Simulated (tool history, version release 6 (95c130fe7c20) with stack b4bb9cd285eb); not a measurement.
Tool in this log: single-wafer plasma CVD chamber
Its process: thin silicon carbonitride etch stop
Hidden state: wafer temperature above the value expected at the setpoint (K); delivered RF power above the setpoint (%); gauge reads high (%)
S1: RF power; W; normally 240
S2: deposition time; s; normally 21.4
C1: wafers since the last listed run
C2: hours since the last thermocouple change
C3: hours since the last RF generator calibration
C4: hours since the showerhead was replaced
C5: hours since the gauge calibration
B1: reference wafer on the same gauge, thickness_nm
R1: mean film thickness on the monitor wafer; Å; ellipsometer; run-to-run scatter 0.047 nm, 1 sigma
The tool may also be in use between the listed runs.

run   hour   S1    S2    C1      C2      C3      C4      C5      B1      R1
  1      0  240  21.4     0  1032.1  1971.6    4625   816.1  11.488  116.94
  2   50.7  240  21.4  1496  1082.8  2022.3  4675.7   866.8  11.492  117.92
  3    110  240  21.4  1749  1142.1  2081.6    4735   926.1  11.488  117.35
  4  173.8  240  23.8  1882  1205.9  2145.4  4798.8   989.9  11.508  131.33
  5  249.2  240  23.8  2224  1281.3  2220.8  4874.2  1065.3  11.518  131.23
  6  300.5  240  23.8  1513  1332.6  2272.1  4925.5  1116.6  11.509  129.93
     351.8  -- RF generator calibrated
  7  359.2  240  21.4  1496  1391.3     7.4  4984.2  1175.3  11.506  118.39
     432.1  -- gauge calibrated
  8  456.1  240  21.4  2859  1488.2   104.3  5081.1      24  11.505  117.79
     493.3  -- thermocouple changed; heater temperature recalibrated
  9  497.6  275  24.2   988     4.3   145.8  5122.6    65.5  11.489   139.3
 10  566.2  240  21.4  2024    72.9   214.4  5191.2   134.1  11.483  117.64
 11  633.4  215  17.2  1982   140.1   281.6  5258.4   201.3  11.492   90.94

Predict the results of run 12:
 12  730.6  240  24.5  2868  237.3  378.8  5355.6  298.5   ?   ?

{"run 12": {"B1": 11.509, "R1": 134.66}}
Take away the tool's hidden state, keep the run-to-run variation as it was, and the same run would have given R1 134.66 Å.

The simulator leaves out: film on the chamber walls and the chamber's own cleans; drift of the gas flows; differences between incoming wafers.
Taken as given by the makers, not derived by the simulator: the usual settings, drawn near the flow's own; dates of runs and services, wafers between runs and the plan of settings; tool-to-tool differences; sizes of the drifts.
